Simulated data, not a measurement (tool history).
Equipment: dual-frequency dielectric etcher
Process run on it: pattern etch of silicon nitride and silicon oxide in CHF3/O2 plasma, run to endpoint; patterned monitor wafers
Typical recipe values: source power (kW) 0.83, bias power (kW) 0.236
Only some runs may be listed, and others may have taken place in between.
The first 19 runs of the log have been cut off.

| run | hour | source power (kW) | bias power (kW) | incoming incoming film thickness, nm | endpoint time (s) |
|---|---|---|---|---|---|
|  | 1826.2 | bias power generator calibrated |
| 20 | 1905.3 | 0.7 | 0.271 | 152.6 | 83.8 |
|  | 2047.7 | wet clean of the chamber |
| 21 | 2148.1 | 0.83 | 0.236 | 153.1 | 82.4 |
| 22 | 2200.7 | 0.83 | 0.236 | 150.1 | 80.8 |
| 23 | 2252.5 | 0.65 | 0.236 | 151.5 | 92.2 |
| 24 | 2311.1 | 0.7 | 0.293 | 152 | 80 |
|  | 2387.3 | source power generator calibrated |
| 25 | 2394.9 | 0.88 | 0.236 | 152.2 | 79.5 |
| 26 | 2465.6 | 1 | 0.254 | 153 | 72.4 |
| 27 | 2509.8 | 0.74 | 0.252 | 151.2 | 81.7 |
| 28 | 2546.4 | 0.66 | 0.198 | 152 | 98.6 |
| 29 | 2605.8 | 1.03 | 0.236 | 152.6 | 73.6 |
|  | 2664.4 | wet clean of the chamber |
| 30 | 2700.9 | 0.7 | 0.271 | 152.5 | 81.5 |
| 31 | 2989.6 | 0.83 | 0.236 | 151.7 | 80.6 |
| 32 | 3073.5 | 1.02 | 0.207 | 153.8 | 79.7 |
| 33 | 3150.9 | 1.02 | 0.215 | 150.8 | 76.9 |

What if the next run were any one of these 5? Each begins from the tool's condition after run 33:
| A | 3151.4 | 0.62 | 0.236 | 152.2 | ? |
| B | 3151.4 | 0.69 | 0.28 | 152.2 | ? |
| C | 3151.4 | 0.65 | 0.252 | 152.2 | ? |
| D | 3151.4 | 0.96 | 0.266 | 152.2 | ? |
| E | 3151.4 | 0.83 | 0.209 | 152.2 | ? |

| run | endpoint time (s) |
|---|---|
| A | 92.4 |
| B | 80.6 |
| C | 87.3 |
| D | 71.3 |
| E | 85.8 |
Stripped of hidden state, with their random variation kept, the same runs would have yielded:
| run | endpoint time (s) |
|---|---|
| A | 93.4 |
| B | 81.5 |
| C | 88.3 |
| D | 72.1 |
| E | 86.7 |

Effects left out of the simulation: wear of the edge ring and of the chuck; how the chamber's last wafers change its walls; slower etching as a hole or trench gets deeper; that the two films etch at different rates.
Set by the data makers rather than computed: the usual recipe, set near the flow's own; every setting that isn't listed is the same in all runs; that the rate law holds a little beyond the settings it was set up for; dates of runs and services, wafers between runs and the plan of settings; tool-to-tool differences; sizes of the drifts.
